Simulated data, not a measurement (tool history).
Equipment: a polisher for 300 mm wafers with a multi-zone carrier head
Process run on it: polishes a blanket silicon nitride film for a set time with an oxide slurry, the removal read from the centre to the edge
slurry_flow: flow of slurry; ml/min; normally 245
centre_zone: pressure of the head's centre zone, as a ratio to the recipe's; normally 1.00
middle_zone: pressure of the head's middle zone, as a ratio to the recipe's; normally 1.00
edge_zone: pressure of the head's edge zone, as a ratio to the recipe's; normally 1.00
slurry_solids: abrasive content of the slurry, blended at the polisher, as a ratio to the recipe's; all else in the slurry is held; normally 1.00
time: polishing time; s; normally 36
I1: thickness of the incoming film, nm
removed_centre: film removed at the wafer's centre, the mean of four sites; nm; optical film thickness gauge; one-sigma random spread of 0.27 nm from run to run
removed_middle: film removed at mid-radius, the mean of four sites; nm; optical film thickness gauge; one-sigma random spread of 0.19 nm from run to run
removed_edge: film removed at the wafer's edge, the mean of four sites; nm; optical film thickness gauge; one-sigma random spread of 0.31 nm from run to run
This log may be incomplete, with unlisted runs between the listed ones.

{"run": 1, "hour": 0.0, "slurry_flow": 245, "centre_zone": 1.0, "middle_zone": 1.0, "edge_zone": 1.0, "slurry_solids": 1.1, "time": 36, "I1": 290.5, "removed_centre": 32.2, "removed_middle": 28.5, "removed_edge": 29.1}
{"run": 2, "hour": 7.9, "slurry_flow": 245, "centre_zone": 1.05, "middle_zone": 1.09, "edge_zone": 1.0, "slurry_solids": 1.25, "time": 36, "I1": 290.6, "removed_centre": 36.2, "removed_middle": 32.3, "removed_edge": 30.8}
{"run": 3, "hour": 23.0, "slurry_flow": 245, "centre_zone": 1.09, "middle_zone": 1.0, "edge_zone": 1.0, "slurry_solids": 1.0, "time": 36, "I1": 289.3, "removed_centre": 34.2, "removed_middle": 27.4, "removed_edge": 28.2}
{"run": 4, "hour": 33.0, "slurry_flow": 245, "centre_zone": 1.0, "middle_zone": 1.0, "edge_zone": 1.0, "slurry_solids": 1.15, "time": 36, "I1": 293.2, "removed_centre": 33.3, "removed_middle": 28.9, "removed_edge": 29.7}
{"hour": 52.5, "done": "slurry nozzle cleaned"}
{"hour": 53.1, "done": "worn pad replaced by a new one"}
{"run": 5, "hour": 53.6, "slurry_flow": 245, "centre_zone": 0.96, "middle_zone": 1.0, "edge_zone": 0.91, "slurry_solids": 1.0, "time": 36, "I1": 295.0, "removed_centre": 29.8, "removed_middle": 27.7, "removed_edge": 26.4}
{"run": 6, "hour": 56.8, "slurry_flow": 245, "centre_zone": 1.0, "middle_zone": 1.0, "edge_zone": 1.0, "slurry_solids": 1.0, "time": 36, "I1": 293.7, "removed_centre": 31.8, "removed_middle": 27.3, "removed_edge": 28.4}
{"run": 7, "hour": 69.8, "slurry_flow": 245, "centre_zone": 0.88, "middle_zone": 1.0, "edge_zone": 1.0, "slurry_solids": 1.0, "time": 36, "I1": 288.9, "removed_centre": 27.5, "removed_middle": 27.4, "removed_edge": 27.9}
{"run": 8, "hour": 76.7, "slurry_flow": 245, "centre_zone": 0.94, "middle_zone": 1.0, "edge_zone": 1.0, "slurry_solids": 1.0, "time": 45, "I1": 288.8, "removed_centre": 37.0, "removed_middle": 34.3, "removed_edge": 35.0}
{"hour": 79.9, "done": "edge zone pressure recalibrated"}
{"run": 9, "hour": 88.7, "slurry_flow": 215, "centre_zone": 1.0, "middle_zone": 1.0, "edge_zone": 1.08, "slurry_solids": 1.0, "time": 36, "I1": 290.3, "removed_centre": 30.9, "removed_middle": 27.0, "removed_edge": 28.5}
{"hour": 102.1, "done": "centre zone pressure recalibrated"}
{"run": 10, "hour": 102.6, "slurry_flow": 245, "centre_zone": 1.0, "middle_zone": 1.0, "edge_zone": 1.07, "slurry_solids": 1.0, "time": 36, "I1": 292.4, "removed_centre": 27.0, "removed_middle": 27.7, "removed_edge": 29.1}
{"run": 11, "hour": 149.0, "slurry_flow": 245, "centre_zone": 1.0, "middle_zone": 1.0, "edge_zone": 1.0, "slurry_solids": 1.0, "time": 36, "I1": 292.3, "removed_centre": 27.1, "removed_middle": 27.1, "removed_edge": 27.4}
{"run": 12, "hour": 164.5, "slurry_flow": 245, "centre_zone": 1.0, "middle_zone": 1.0, "edge_zone": 0.89, "slurry_solids": 1.0, "time": 36, "I1": 288.3, "removed_centre": 27.4, "removed_middle": 27.1, "removed_edge": 26.6}
{"hour": 178.1, "done": "worn pad replaced by a new one"}
{"run": 13, "hour": 178.6, "slurry_flow": 245, "centre_zone": 1.0, "middle_zone": 1.0, "edge_zone": 1.0, "slurry_solids": 1.0, "time": 41, "I1": 284.0, "removed_centre": 30.3, "removed_middle": 30.8, "removed_edge": 31.9}
{"run": 14, "hour": 189.7, "slurry_flow": 245, "centre_zone": 1.0, "middle_zone": 0.89, "edge_zone": 0.95, "slurry_solids": 1.2, "time": 31, "I1": 291.2, "removed_centre": 25.3, "removed_middle": 22.9, "removed_edge": 25.7}
{"run": 15, "hour": 197.8, "slurry_flow": 245, "centre_zone": 1.0, "middle_zone": 1.0, "edge_zone": 1.0, "slurry_solids": 1.0, "time": 36, "I1": 289.2, "removed_centre": 26.9, "removed_middle": 27.1, "removed_edge": 28.0}
{"run": 16, "hour": 204.4, "slurry_flow": 245, "centre_zone": 1.0, "middle_zone": 1.0, "edge_zone": 0.94, "slurry_solids": 1.0, "time": 48, "I1": 288.8, "removed_centre": 35.9, "removed_middle": 36.9, "removed_edge": 36.5}
{"run": 17, "hour": 217.0, "slurry_flow": 320, "centre_zone": 1.0, "middle_zone": 1.0, "edge_zone": 1.11, "slurry_solids": 1.0, "time": 31, "I1": 293.1, "removed_centre": 24.5, "removed_middle": 24.3, "removed_edge": 25.9}
{"run": 18, "hour": 226.2, "slurry_flow": 245, "centre_zone": 1.0, "middle_zone": 1.0, "edge_zone": 1.0, "slurry_solids": 1.0, "time": 36, "I1": 293.3, "removed_centre": 27.3, "removed_middle": 27.2, "removed_edge": 28.3}
{"run": 19, "hour": 237.1, "slurry_flow": 245, "centre_zone": 1.08, "middle_zone": 1.0, "edge_zone": 1.0, "slurry_solids": 1.25, "time": 36, "I1": 284.1, "removed_centre": 32.8, "removed_middle": 30.0, "removed_edge": 30.9}

Estimate the outcome of run 20 from the log above:
{"run": 20, "hour": 252.5, "slurry_flow": 245, "centre_zone": 1.0, "middle_zone": 1.0, "edge_zone": 1.0, "slurry_solids": 1.0, "time": 36, "I1": 291.6, "removed_centre": "?", "removed_middle": "?", "removed_edge": "?"}

Run 20 yielded removed_centre 27.6 nm, removed_middle 27.0 nm, removed_edge 27.9 nm.
Had the tool carried no hidden state, the very same run would have given removed_centre 27.5 nm, removed_middle 27.0 nm, removed_edge 27.9 nm.

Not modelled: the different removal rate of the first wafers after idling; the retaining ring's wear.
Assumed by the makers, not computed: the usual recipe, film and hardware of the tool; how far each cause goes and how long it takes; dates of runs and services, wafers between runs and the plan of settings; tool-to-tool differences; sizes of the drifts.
